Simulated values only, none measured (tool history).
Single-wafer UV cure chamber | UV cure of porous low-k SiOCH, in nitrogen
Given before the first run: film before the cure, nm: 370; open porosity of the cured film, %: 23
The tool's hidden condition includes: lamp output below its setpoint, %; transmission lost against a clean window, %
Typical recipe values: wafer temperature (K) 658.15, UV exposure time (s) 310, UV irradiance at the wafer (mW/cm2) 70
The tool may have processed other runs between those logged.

run     day  wafer temperature (K)  UV exposure time (s)  UV irradiance at the wafer (mW/cm2)  wafers since the last listed run  hours since the UV bulbs were replaced  wafers since the quartz window was cleaned  loss of film thickness in the cure (%)
  1       0                 658.15                   310                                   70                                 0                                   171.4                                         834                                  11.222
  2   4.017                 658.15                   310                                   70                               429                                   267.8                                        1263                                  10.776
  3   7.442                 658.15                   310                                   70                               366                                     350                                        1630                                  10.523
      8.825  -- quartz window cleaned
  4  10.925                 658.15                   455                                   70                               336                                   433.6                                         224                                  13.153
  5  14.329                 658.15                   310                                   70                               364                                   515.3                                         588                                  11.399
     25.158  -- quartz window cleaned
  6  26.662                 658.15                   310                                   70                              1283                                   811.3                                         161                                  11.312
  7  30.062                 658.15                   310                                   70                               363                                   892.9                                         524                                  11.148
  8  32.338                 658.15                   310                                   70                               243                                   947.5                                         767                                  10.857
  9  35.975                 658.15                   310                                   70                               388                                  1034.8                                        1156                                  10.683
     40.021  -- quartz window cleaned
 10  40.042                 658.15                   310                                   70                               399                                  1132.4                                           2                                   11.01
 11  41.679                 658.15                   310                                   70                               175                                  1171.7                                         177                                  10.912
 12  45.983                 658.15                   310                                   70                               460                                    1275                                         637                                  10.932
 13  49.629                 658.15                   435                                   41                               389                                  1362.5                                        1027                                   9.687
 14  53.338                 658.15                   310                                   40                               396                                  1451.5                                        1423                                    7.63
     55.175  -- quartz window cleaned
     55.283  -- UV bulbs replaced
 15  55.846                 658.15                   310                                   70                               220                                    13.5                                          60                                  11.492
 16    60.3                 645.15                   430                                   70                               476                                   120.4                                         536                                    12.5
 17  64.546                 658.15                   390                                   94                               454                                   222.3                                         990                                  13.516
 18  68.929                 651.15                   395                                   59                               468                                   327.5                                        1459                                  10.641
 19  70.654                 670.15                   310                                   40                               184                                   368.9                                        1643                                   8.253
     73.617  -- quartz window cleaned
 20  73.679                 665.15                   185                                   98                               287                                   441.5                                           6                                  10.855
 21  76.362                 658.15                   310                                   70                               286                                   505.9                                         293                                  11.343
 22    80.2                 642.15                   310                                   48                               410                                     598                                         703                                   9.027

Below are 5 alternative next runs, each starting from the tool's condition after run 22. Predict each:
  A  80.221                 658.15                   310                                   70                                 2                                   598.5                                         706                                       ?
  B  80.221                 650.15                   420                                   70                                 2                                   598.5                                         706                                       ?
  C  80.221                 644.15                   375                                   70                                 2                                   598.5                                         706                                       ?
  D  80.221                 658.15                   455                                   42                                 2                                   598.5                                         706                                       ?
  E  80.221                 675.15                   490                                  102                                 2                                   598.5                                         706                                       ?

run  loss of film thickness in the cure (%)
  A                                  11.024
  B                                    12.3
  C                                  11.645
  D                                  10.439
  E                                  15.395
The same runs, with their run-to-run variation unchanged, on a tool lacking any hidden condition would have given:
run  loss of film thickness in the cure (%)
  A                                  11.817
  B                                  13.116
  C                                  12.449
  D                                  11.221
  E                                   16.25
